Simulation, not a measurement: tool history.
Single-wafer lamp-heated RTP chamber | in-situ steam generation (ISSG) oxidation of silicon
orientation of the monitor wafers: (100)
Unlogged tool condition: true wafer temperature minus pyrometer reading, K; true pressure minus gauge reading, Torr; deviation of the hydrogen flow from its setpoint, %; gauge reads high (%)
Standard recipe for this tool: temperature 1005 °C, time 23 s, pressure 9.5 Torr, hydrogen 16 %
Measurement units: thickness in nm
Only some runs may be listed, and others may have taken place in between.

| run | day | temperature | time | pressure | hydrogen | wafers since the last listed run | wafers since the last pyrometer calibration | hours since the pressure gauge was zeroed | hours since the hydrogen flow controller was replaced | hours since the gauge calibration | read-back reference wafer on the same gauge, thickness | thickness |
|---|---|---|---|---|---|---|---|---|---|---|---|---|
| 1 | 0.000 | 1005 | 23 | 9.5 | 11 | 0 | 4642 | 1693.5 | 4744.8 | 1543.5 | 5.885 | 4.934 |
| 2 | 1.508 | 1005 | 20 | 9.5 | 16 | 544 | 5186 | 1729.7 | 4781.0 | 1579.7 | 5.893 | 4.961 |
| 3 | 4.433 | 1005 | 23 | 9.5 | 16 | 1055 | 6241 | 1799.9 | 4851.2 | 1649.9 | 5.892 | 5.484 |
|  | 5.004 | pyrometer window cleaned and pyrometer calibrated |
| 4 | 6.608 | 1005 | 23 | 10.2 | 16 | 664 | 578 | 1852.1 | 4903.4 | 1702.1 | 5.887 | 5.147 |
| 5 | 9.133 | 1005 | 23 | 10.2 | 16 | 911 | 1490 | 1912.7 | 4964.0 | 1762.7 | 5.906 | 5.099 |
| 6 | 10.304 | 1005 | 23 | 10.2 | 16 | 422 | 1912 | 1940.8 | 4992.1 | 1790.8 | 5.876 | 5.166 |
| 7 | 11.579 | 1005 | 23 | 9.5 | 16 | 460 | 2372 | 1971.4 | 5022.7 | 1821.4 | 5.891 | 5.202 |
|  | 12.833 | hydrogen flow controller replaced |
| 8 | 13.296 | 1005 | 23 | 9.5 | 16 | 499 | 2871 | 2012.6 | 11.1 | 1862.6 | 5.888 | 5.215 |
| 9 | 15.000 | 1005 | 26 | 9.5 | 16 | 614 | 3486 | 2053.5 | 52.0 | 1903.5 | 5.876 | 5.559 |
|  | 16.512 | pressure gauge zeroed |
| 10 | 17.700 | 1005 | 26 | 9.5 | 16 | 853 | 4340 | 28.5 | 116.8 | 1968.3 | 5.885 | 5.627 |
|  | 19.096 | pyrometer window cleaned and pyrometer calibrated |
| 11 | 19.117 | 1005 | 26 | 9.5 | 16 | 390 | 7 | 62.5 | 150.8 | 2002.3 | 5.899 | 5.473 |
| 12 | 20.800 | 1005 | 23 | 9.5 | 20 | 607 | 614 | 102.9 | 191.2 | 2042.7 | 5.894 | 5.496 |
| 13 | 21.808 | 1012 | 20 | 8.7 | 16 | 363 | 978 | 127.1 | 215.4 | 2066.9 | 5.885 | 5.074 |
| 14 | 23.967 | 1020 | 16 | 8.5 | 16 | 778 | 1757 | 178.9 | 267.2 | 2118.7 | 5.883 | 4.677 |
| 15 | 25.512 | 1005 | 27 | 10.1 | 11 | 557 | 2314 | 216.0 | 304.3 | 2155.8 | 5.892 | 5.174 |
| 16 | 28.225 | 1005 | 29 | 8.0 | 16 | 978 | 3293 | 281.1 | 369.4 | 2220.9 | 5.876 | 5.954 |
| 17 | 30.100 | 1015 | 23 | 8.8 | 13 | 676 | 3970 | 326.1 | 414.4 | 2265.9 | 5.886 | 5.366 |
| 18 | 31.742 | 1005 | 17 | 9.5 | 16 | 592 | 4562 | 365.5 | 453.8 | 2305.3 | 5.883 | 4.612 |
| 19 | 32.846 | 992 | 15 | 9.5 | 11 | 398 | 4960 | 392.0 | 480.3 | 2331.8 | 5.885 | 3.831 |
|  | 33.779 | pyrometer window cleaned and pyrometer calibrated |
| 20 | 34.742 | 992 | 23 | 8.2 | 16 | 563 | 347 | 437.5 | 525.8 | 2377.3 | 5.896 | 4.959 |
| 21 | 36.788 | 1005 | 23 | 9.5 | 16 | 738 | 1086 | 486.6 | 574.9 | 2426.4 | 5.881 | 5.181 |
| 22 | 38.592 | 993 | 26 | 9.0 | 16 | 650 | 1737 | 529.9 | 618.2 | 2469.7 | 5.893 | 5.279 |
|  | 40.488 | gauge calibrated |
| 23 | 46.592 | 1005 | 31 | 9.5 | 16 | 2886 | 4623 | 721.9 | 810.2 | 146.5 | 5.879 | 6.148 |
| 24 | 47.933 | 1016 | 26 | 10.2 | 11 | 484 | 5107 | 754.1 | 842.4 | 178.7 | 5.883 | 5.509 |
| 25 | 49.054 | 1018 | 23 | 9.5 | 16 | 404 | 5512 | 781.0 | 869.3 | 205.6 | 5.883 | 5.700 |
|  | 50.996 | pyrometer window cleaned and pyrometer calibrated |
| 26 | 52.004 | 1005 | 23 | 9.5 | 16 | 944 | 364 | 851.8 | 940.1 | 276.4 | 5.889 | 5.130 |
| 27 | 53.492 | 1005 | 23 | 9.1 | 16 | 536 | 901 | 887.5 | 975.8 | 312.1 | 5.894 | 5.193 |
| 28 | 56.271 | 1020 | 15 | 8.8 | 20 | 1002 | 1904 | 954.2 | 1042.5 | 378.8 | 5.873 | 4.778 |
| 29 | 64.996 | 1005 | 23 | 9.5 | 20 | 3148 | 5052 | 1163.6 | 1251.9 | 588.2 | 5.893 | 5.576 |
|  | 66.700 | pyrometer window cleaned and pyrometer calibrated |
| 30 | 67.017 | 1005 | 23 | 8.4 | 16 | 608 | 114 | 1212.1 | 1300.4 | 636.7 | 5.895 | 5.158 |

How the hidden state differs across the entries between the runs, from the last listed run before each to the first after it:
Runs 3 to 4: pyrometer window cleaned and pyrometer calibrated (day 5.004)
  true wafer temperature minus pyrometer reading, K: 12.5 -> 0.566
  measured less the result without the state, thickness: +0.302 -> +0.013 nm
Runs 7 to 8: hydrogen flow controller replaced (day 12.833)
  true wafer temperature minus pyrometer reading, K: 2.15 -> 3.14
  measured less the result without the state, thickness: +0.049 -> +0.071 nm
Runs 9 to 10: pressure gauge zeroed (day 16.512)
  true wafer temperature minus pyrometer reading, K: 4.36 -> 6.74
  measured less the result without the state, thickness: +0.108 -> +0.171 nm
Runs 10 to 11: pyrometer window cleaned and pyrometer calibrated (day 19.096)
  true wafer temperature minus pyrometer reading, K: 6.74 -> 1.14
  measured less the result without the state, thickness: +0.171 -> +0.029 nm
Runs 19 to 20: pyrometer window cleaned and pyrometer calibrated (day 33.779)
  true wafer temperature minus pyrometer reading, K: 8.5 -> 0.459
  measured less the result without the state, thickness: +0.116 -> +0.009 nm
Runs 22 to 23: gauge calibrated (day 40.488)
  true wafer temperature minus pyrometer reading, K: 1.32 -> 6.82
  measured less the result without the state, thickness: +0.030 -> +0.195 nm
Runs 25 to 26: pyrometer window cleaned and pyrometer calibrated (day 50.996)
  true wafer temperature minus pyrometer reading, K: 9.51 -> 1.05
  measured less the result without the state, thickness: +0.256 -> +0.023 nm
Runs 29 to 30: pyrometer window cleaned and pyrometer calibrated (day 66.700)
  true wafer temperature minus pyrometer reading, K: 8.64 -> 1.04
  measured less the result without the state, thickness: +0.211 -> +0.024 nm
